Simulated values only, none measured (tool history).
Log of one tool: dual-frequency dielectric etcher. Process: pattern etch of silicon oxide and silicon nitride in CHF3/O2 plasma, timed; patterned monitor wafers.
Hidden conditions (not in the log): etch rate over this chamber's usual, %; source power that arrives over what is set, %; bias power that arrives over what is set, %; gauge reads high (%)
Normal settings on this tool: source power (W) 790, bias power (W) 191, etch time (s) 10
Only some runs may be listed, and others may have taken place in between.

run     day  source power (W)  bias power (W)  etch time (s)  wafers since the last listed run  hours since the last wet clean  hours since the last source power generator calibration  hours since the last bias power generator calibration  hours since the last upper electrode change  hours since the gauge calibration  read-back reference wafer on the same gauge, depth_nm  mean etch depth across the wafer (Å)
  1       0               790             191             10                                 0                           310.2                                                   2356.8                                                 3647.7                                       4989.2                              681.4                                                  16.31                                 176.2
  2   0.646               790             191             10                               184                           325.7                                                   2372.3                                                 3663.2                                       5004.7                              696.9                                                  16.29                                 175.7
  3   1.367               790             191              8                               206                             343                                                   2389.6                                                 3680.5                                         5022                              714.2                                                  16.31                                 141.5
  4    2.55               790             191             12                               338                           371.4                                                     2418                                                 3708.9                                       5050.4                              742.6                                                  16.28                                 212.2
  5   3.342               790             191             12                               226                           390.4                                                     2437                                                 3727.9                                       5069.4                              761.6                                                  16.31                                 214.5
  6   4.554               900             191             10                               347                           419.5                                                   2466.1                                                   3757                                       5098.5                              790.7                                                  16.29                                 187.1
      5.638  -- wet clean of the chamber
  7   5.658               900             191             10                                29                             0.5                                                   2492.6                                                 3783.5                                         5125                              817.2                                                  16.29                                   178
  8   6.438               790             191             10                               223                            19.2                                                   2511.3                                                 3802.2                                       5143.7                              835.9                                                  16.29                                 171.6
  9   7.754               790             191             10                               376                            50.8                                                   2542.9                                                 3833.8                                       5175.3                              867.5                                                  16.28                                 169.9
      8.283  -- source power generator calibrated
 10   9.104               790             169             10                               338                            83.2                                                     19.7                                                 3866.2                                       5207.7                              899.9                                                   16.3                                 164.4
 11  10.425               790             166             10                               378                           114.9                                                     51.4                                                 3897.9                                       5239.4                              931.6                                                   16.3                                 162.9
 12  10.975               790             191             10                               157                           128.1                                                     64.6                                                 3911.1                                       5252.6                              944.8                                                  16.29                                 172.5
 13  12.342               790             191             10                               391                           160.9                                                     97.4                                                 3943.9                                       5285.4                              977.6                                                  16.29                                   174
     13.038  -- gauge calibrated
 14  13.833               790             174            8.5                               426                           196.7                                                    133.2                                                 3979.7                                       5321.2                               19.1                                                  16.29                                 143.3
     14.625  -- bias power generator calibrated
 15  15.129               880             206            7.5                               323                           227.8                                                    164.3                                                   12.1                                       5352.3                               50.2                                                   16.3                                 139.4
 16  15.808               730             191             10                               194                           244.1                                                    180.6                                                   28.4                                       5368.6                               66.5                                                  16.31                                 169.3
 17  16.662               660             154             11                               244                           264.6                                                    201.1                                                   48.9                                       5389.1                                 87                                                  16.28                                 167.3
 18  17.288               970             191              8                               178                           279.6                                                    216.1                                                   63.9                                       5404.1                                102                                                   16.3                                 149.9
 19  18.483               790             191             10                               342                           308.3                                                    244.8                                                   92.6                                       5432.8                              130.7                                                   16.3                                 174.4
 20  20.096               630             165             12                               461                             347                                                    283.5                                                  131.3                                       5471.5                              169.4                                                   16.3                                 184.5
     22.017  -- upper electrode replaced
     22.508  -- wet clean of the chamber
 21  22.529               710             149             10                               269                             0.5                                                    341.9                                                  189.7                                         12.3                              227.8                                                  16.27                                 149.7
 22  22.542               710             191            8.5                                 3                             0.8                                                    342.2                                                    190                                         12.6                              228.1                                                  16.29                                 139.6
 23  22.754               870             210              8                                60                             5.9                                                    347.3                                                  195.1                                         17.7                              233.2                                                  16.31                                 145.4
 24  23.633               930             169             10                               251                              27                                                    368.4                                                  216.2                                         38.8                              254.3                                                  16.31                                   173
 25  24.342               700             160             10                               202                              44                                                    385.4                                                  233.2                                         55.8                              271.3                                                  16.31                                 153.9
 26  25.325               600             230             11                               281                            67.6                                                      409                                                  256.8                                         79.4                              294.9                                                  16.32                                 181.4
 27  26.288               700             160             10                               275                            90.7                                                    432.1                                                  279.9                                        102.5                                318                                                   16.3                                 154.8
 28  27.546               700             191             12                               360                           120.9                                                    462.3                                                  310.1                                        132.7                              348.2                                                  16.27                                 196.3
 29  28.988               910             191            8.5                               412                           155.5                                                    496.9                                                  344.7                                        167.3                              382.8                                                  16.31                                 154.2
 30  29.612               840             151            8.5                               178                           170.5                                                    511.9                                                  359.7                                        182.3                              397.8                                                   16.3                                   139
 31  30.825               790             168            8.5                               347                           199.6                                                      541                                                  388.8                                        211.4                              426.9                                                   16.3                                 141.3

3 ways to go on from here, each from the tool as it stands after run 31. What would each give?
  A  30.842               670             191             10                                 4                             200                                                    541.4                                                  389.2                                        211.8                              427.3                                                      ?                                     ?
  B  30.842               930             177           12.5                                 4                             200                                                    541.4                                                  389.2                                        211.8                              427.3                                                      ?                                     ?
  C  30.842               930             191             10                                 4                             200                                                    541.4                                                  389.2                                        211.8                              427.3                                                      ?                                     ?

run  read-back reference wafer on the same gauge, depth_nm  mean etch depth across the wafer (Å)
  A                                                  16.31                                 163.7
  B                                                  16.31                                 223.8
  C                                                  16.31                                 183.7
Without the tool's unlogged condition, the same runs would have read:
run  mean etch depth across the wafer (Å)
  A                                 160.9
  B                                 219.9
  C                                 180.5

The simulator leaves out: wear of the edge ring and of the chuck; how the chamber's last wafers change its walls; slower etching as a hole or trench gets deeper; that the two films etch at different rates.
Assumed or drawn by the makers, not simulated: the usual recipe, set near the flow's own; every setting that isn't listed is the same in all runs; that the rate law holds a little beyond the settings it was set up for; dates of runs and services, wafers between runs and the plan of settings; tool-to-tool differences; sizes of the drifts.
